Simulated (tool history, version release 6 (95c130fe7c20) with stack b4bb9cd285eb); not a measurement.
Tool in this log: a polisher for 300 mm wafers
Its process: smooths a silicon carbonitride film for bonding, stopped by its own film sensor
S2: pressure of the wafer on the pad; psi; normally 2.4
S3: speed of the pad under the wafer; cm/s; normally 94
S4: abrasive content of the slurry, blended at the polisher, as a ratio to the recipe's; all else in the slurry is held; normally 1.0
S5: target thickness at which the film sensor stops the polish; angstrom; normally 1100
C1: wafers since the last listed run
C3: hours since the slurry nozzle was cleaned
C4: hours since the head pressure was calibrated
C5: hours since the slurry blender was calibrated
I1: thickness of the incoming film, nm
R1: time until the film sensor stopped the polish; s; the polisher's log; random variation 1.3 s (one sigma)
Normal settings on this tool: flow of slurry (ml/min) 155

run 1 day=0.000 | flow_of_slurry_(ml/min)=155 S2=2.4 S3=94 S4=1.0 S5=1100 | C1=0 wafers_polished_on_this_pad=218 C3=201.3 C4=390.1 C5=47.3 | I1=130.6 | R1=73.2
run 2 day=8.233 | flow_of_slurry_(ml/min)=155 S2=2.4 S3=94 S4=1.0 S5=1100 | C1=1381 wafers_polished_on_this_pad=1600 C3=398.9 C4=587.7 C5=244.9 | I1=129.7 | R1=71.2
run 3 day=10.342 | flow_of_slurry_(ml/min)=155 S2=2.4 S3=94 S4=1.0 S5=1100 | C1=353 wafers_polished_on_this_pad=1953 C3=449.5 C4=638.3 C5=295.5 | I1=128.6 | R1=65.7
-- day=11.567 worn pad replaced by a new one
run 4 day=12.942 | flow_of_slurry_(ml/min)=155 S2=2.4 S3=94 S4=1.2 S5=1100 | C1=408 wafers_polished_on_this_pad=230 C3=511.9 C4=700.7 C5=357.9 | I1=129.1 | R1=64.4
-- day=14.129 slurry blender recalibrated
run 5 day=14.788 | flow_of_slurry_(ml/min)=155 S2=2.2 S3=94 S4=1.2 S5=1100 | C1=295 wafers_polished_on_this_pad=526 C3=556.2 C4=745.0 C5=15.8 | I1=128.8 | R1=65.9
run 6 day=15.938 | flow_of_slurry_(ml/min)=155 S2=2.2 S3=94 S4=1.2 S5=1100 | C1=192 wafers_polished_on_this_pad=719 C3=583.8 C4=772.6 C5=43.4 | I1=131.9 | R1=76.3
-- day=16.758 slurry nozzle cleaned
run 7 day=17.579 | flow_of_slurry_(ml/min)=155 S2=2.2 S3=94 S4=1.2 S5=1100 | C1=268 wafers_polished_on_this_pad=987 C3=19.7 C4=812.0 C5=82.8 | I1=131.0 | R1=74.9
run 8 day=19.679 | flow_of_slurry_(ml/min)=155 S2=2.4 S3=94 S4=1.0 S5=1100 | C1=352 wafers_polished_on_this_pad=1339 C3=70.1 C4=862.4 C5=133.2 | I1=130.9 | R1=75.2
-- day=23.917 worn pad replaced by a new one
run 9 day=26.825 | flow_of_slurry_(ml/min)=155 S2=2.4 S3=94 S4=1.0 S5=1100 | C1=1170 wafers_polished_on_this_pad=487 C3=241.6 C4=1033.9 C5=304.7 | I1=132.1 | R1=84.2
run 10 day=28.696 | flow_of_slurry_(ml/min)=155 S2=2.4 S3=94 S4=1.0 S5=1100 | C1=313 wafers_polished_on_this_pad=801 C3=286.5 C4=1078.8 C5=349.6 | I1=131.5 | R1=78.7
run 11 day=30.425 | flow_of_slurry_(ml/min)=155 S2=2.4 S3=94 S4=1.0 S5=1100 | C1=290 wafers_polished_on_this_pad=1091 C3=328.0 C4=1120.3 C5=391.1 | I1=129.9 | R1=73.9
run 12 day=32.808 | flow_of_slurry_(ml/min)=155 S2=2.4 S3=94 S4=1.0 S5=1100 | C1=399 wafers_polished_on_this_pad=1491 C3=385.2 C4=1177.5 C5=448.3 | I1=129.6 | R1=74.2
-- day=34.212 slurry blender recalibrated
-- day=35.429 worn pad replaced by a new one
run 13 day=35.450 | flow_of_slurry_(ml/min)=180 S2=2.4 S3=112 S4=1.0 S5=1100 | C1=401 wafers_polished_on_this_pad=3 C3=448.6 C4=1240.9 C5=29.7 | I1=129.5 | R1=64.0
run 14 day=37.554 | flow_of_slurry_(ml/min)=155 S2=2.4 S3=94 S4=1.0 S5=1100 | C1=352 wafers_polished_on_this_pad=356 C3=499.1 C4=1291.4 C5=80.2 | I1=130.5 | R1=77.7
-- day=37.942 slurry nozzle cleaned
run 15 day=39.317 | flow_of_slurry_(ml/min)=155 S2=2.4 S3=94 S4=1.0 S5=1150 | C1=288 wafers_polished_on_this_pad=645 C3=33.0 C4=1333.7 C5=122.5 | I1=129.5 | R1=55.3
-- day=40.108 head pressure recalibrated
run 16 day=40.988 | flow_of_slurry_(ml/min)=135 S2=2.4 S3=94 S4=1.0 S5=1100 | C1=266 wafers_polished_on_this_pad=911 C3=73.1 C4=21.1 C5=162.6 | I1=128.1 | R1=63.7
run 17 day=43.796 | flow_of_slurry_(ml/min)=155 S2=2.4 S3=94 S4=1.0 S5=1140 | C1=471 wafers_polished_on_this_pad=1382 C3=140.5 C4=88.5 C5=230.0 | I1=131.0 | R1=62.5
-- day=46.483 worn pad replaced by a new one
run 18 day=50.579 | flow_of_slurry_(ml/min)=155 S2=1.7 S3=94 S4=1.0 S5=1100 | C1=1109 wafers_polished_on_this_pad=686 C3=303.3 C4=251.3 C5=392.8 | I1=129.7 | R1=85.6
run 19 day=52.212 | flow_of_slurry_(ml/min)=155 S2=2.4 S3=94 S4=1.0 S5=1100 | C1=273 wafers_polished_on_this_pad=960 C3=342.5 C4=290.5 C5=432.0 | I1=129.1 | R1=69.8
run 20 day=53.692 | flow_of_slurry_(ml/min)=155 S2=2.4 S3=94 S4=1.0 S5=1100 | C1=248 wafers_polished_on_this_pad=1209 C3=378.0 C4=326.0 C5=467.5 | I1=131.3 | R1=75.6

Forecast run 21:
-- day=53.946 slurry blender recalibrated
run 21 day=56.317 | flow_of_slurry_(ml/min)=155 S2=2.4 S3=94 S4=1.0 S5=1100 | C1=426 wafers_polished_on_this_pad=1635 C3=441.0 C4=389.0 C5=56.9 | I1=129.5 | R1=?

Run 21 gave R1 70.6 s.
Minus the tool's unlogged condition, the same run would have read R1 70.0 s.

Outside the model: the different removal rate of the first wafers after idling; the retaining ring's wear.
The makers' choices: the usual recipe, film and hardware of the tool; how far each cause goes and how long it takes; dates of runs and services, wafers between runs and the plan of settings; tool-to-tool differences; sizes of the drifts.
